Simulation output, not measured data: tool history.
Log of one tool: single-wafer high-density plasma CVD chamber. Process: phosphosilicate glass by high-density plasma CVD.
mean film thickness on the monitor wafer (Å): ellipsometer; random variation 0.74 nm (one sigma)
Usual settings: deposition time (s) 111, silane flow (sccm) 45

run   hour  deposition time (s)  silane flow (sccm)  read-back reference wafer on the same gauge, thickness_nm  mean film thickness on the monitor wafer (Å)
  1    0.0                  111                  45                                                    487.931                                       5070.36
  2   22.7                  111                  45                                                    488.310                                       5072.05
  3   36.4                  111                  45                                                    488.071                                       5050.70
  4   63.3                  111                  45                                                    487.886                                       5072.37
  5   86.1                  111                  45                                                    487.888                                       5073.54
  6  118.5                  111                  45                                                    488.182                                       5073.10
  7  144.6                  111                  45                                                    488.141                                       5069.71
  8  162.9                  111                  45                                                    488.034                                       5084.45
  9  264.6                  111                  45                                                    488.351                                       5093.12
 10  286.2                   99                  50                                                    488.167                                       4906.22
     299.8  -- gauge calibrated
 11  304.5                   99                  50                                                    487.831                                       4904.77
 12  335.8                  111                  51                                                    488.012                                       5592.61
 13  355.7                  111                  45                                                    488.050                                       5083.52
 14  378.0                  105                  49                                                    488.353                                       5134.54
     389.9  -- silane flow controller replaced
 15  409.0                  111                  45                                                    488.309                                       4898.50
 16  439.1                  111                  38                                                    487.892                                       4321.71
 17  466.3                  119                  45                                                    487.598                                       5263.69
 18  496.7                  111                  45                                                    487.846                                       4903.33
 19  528.0                  111                  45                                                    487.899                                       4909.44
 20  543.1                  123                  37                                                    488.146                                       4710.28
 21  603.7                   96                  40                                                    488.403                                       3892.36
 22  633.8                   96                  41                                                    488.056                                       3950.37
 23  647.8                  102                  51                                                    488.125                                       4954.68
 24  676.6                  117                  39                                                    487.757                                       4655.26
 25  696.9                   97                  51                                                    488.312                                       4732.18
 26  717.6                  111                  45                                                    487.774                                       4914.91

3 ways to go on from here, each from the tool as it stands after run 26. What would each give?
  A  718.0                  133                  45                                                          ?                                             ?
  B  718.0                   93                  53                                                          ?                                             ?
  C  718.0                  133                  51                                                          ?                                             ?

run  read-back reference wafer on the same gauge, thickness_nm  mean film thickness on the monitor wafer (Å)
  A                                                    487.985                                       5888.09
  B                                                    487.985                                       4664.89
  C                                                    487.985                                       6475.49
Without the tool's hidden state the same runs would have given:
run  mean film thickness on the monitor wafer (Å)
  A                                       5891.94
  B                                       4667.94
  C                                       6479.73
